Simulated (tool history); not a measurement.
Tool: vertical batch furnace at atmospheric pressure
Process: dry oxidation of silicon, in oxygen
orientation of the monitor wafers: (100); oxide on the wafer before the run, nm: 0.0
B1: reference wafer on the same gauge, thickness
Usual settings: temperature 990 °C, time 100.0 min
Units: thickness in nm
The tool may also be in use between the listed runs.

Run 1, day 0.000: usual settings; B1 77.41. Result: thickness 69.16 nm.
Run 2, day 4.200: usual settings; B1 77.48. Result: thickness 69.39 nm.
Run 3, day 6.467: usual settings; B1 77.40. Result: thickness 69.26 nm.
Run 4, day 8.900: usual settings but time 132.5 min; B1 77.39. Result: thickness 84.91 nm.
Run 5, day 10.767: usual settings but time 111.0 min; B1 77.40. Result: thickness 75.14 nm.
Run 6, day 11.812: usual settings but time 111.0 min; B1 77.43. Result: thickness 74.87 nm.
Run 7, day 12.867: usual settings but time 111.0 min; B1 77.38. Result: thickness 74.90 nm.
Run 8, day 14.379: usual settings; B1 77.37. Result: thickness 69.62 nm.
Run 9, day 16.871: usual settings; B1 77.42. Result: thickness 69.81 nm.
Run 10, day 19.812: usual settings; B1 77.40. Result: thickness 70.18 nm.
At day 22.446: thermocouples replaced and temperature profile calibrated.
Run 11, day 22.467: usual settings; B1 77.37. Result: thickness 71.71 nm.
Run 12, day 23.688: usual settings; B1 77.40. Result: thickness 71.73 nm.
At day 24.675: gauge calibrated.
Run 13, day 25.258: usual settings; B1 77.35. Result: thickness 71.76 nm.
Run 14, day 26.354: usual settings; B1 77.41. Result: thickness 71.85 nm.
Run 15, day 27.621: usual settings; B1 77.42. Result: thickness 71.52 nm.
Run 16, day 28.917: usual settings; B1 77.34. Result: thickness 71.94 nm.
Run 17, day 30.975: usual settings but temperature 1005 °C, time 53.0 min; B1 77.41. Result: thickness 54.49 nm.
At day 33.217: thermocouples replaced and temperature profile calibrated, repeated, since the last time left the tool worse.
Run 18, day 33.238: usual settings; B1 77.39. Result: thickness 68.07 nm.
Run 19, day 35.167: usual settings; B1 77.40. Result: thickness 67.64 nm.
Run 20, day 37.112: usual settings but temperature 1011 °C; B1 77.42. Result: thickness 83.61 nm.
Run 21, day 39.525: usual settings but temperature 982 °C, time 76.5 min; B1 77.43. Result: thickness 52.64 nm.
Run 22, day 41.175: usual settings but temperature 973 °C, time 78.5 min; B1 77.42. Result: thickness 49.64 nm.
At day 43.888: boat lift adjusted.
Run 23, day 44.075: usual settings but temperature 1005 °C, time 56.5 min; B1 77.34. Result: thickness 53.51 nm.
Run 24, day 46.925: usual settings but temperature 1010 °C; B1 77.42. Result: thickness 82.73 nm.
Run 25, day 48.725: usual settings but temperature 975 °C, time 63.0 min; B1 77.41. Result: thickness 43.56 nm.
Run 26, day 51.021: usual settings but temperature 1014 °C, time 116.5 min; B1 77.41. Result: thickness 94.72 nm.
Run 27, day 52.729: usual settings but temperature 1006 °C, time 123.0 min; B1 77.45. Result: thickness 91.04 nm.
Run 28, day 55.567: usual settings but time 119.0 min; B1 77.39. Result: thickness 76.44 nm.
Run 29, day 58.500: usual settings; B1 77.31. Result: thickness 68.04 nm.
Run 30, day 61.083: usual settings but temperature 982 °C; B1 77.41. Result: thickness 62.90 nm.
Run 31, day 63.392: usual settings but temperature 978 °C; B1 77.46. Result: thickness 60.85 nm.

The tool's hidden state at each run:
monitor wafer colder than the profiled boat position, K: 0 in every run
gauge reads high (%): 0 in every run
H1: true tube temperature minus thermocouple reading, K
run     H1
  1   2.84
  2   3.02
  3   3.11
  4   3.22
  5    3.3
  6   3.35
  7    3.4
  8   3.47
  9   3.58
 10   3.72
 11   6.48
 12   6.48
 13   6.48
 14   6.48
 15   6.49
 16   6.49
 17   6.49
 18  0.467
 19  0.467
 20  0.469
 21  0.473
 22  0.477
 23  0.486
 24  0.498
 25  0.506
 26  0.519
 27  0.529
 28  0.549
 29  0.572
 30  0.594
 31  0.616
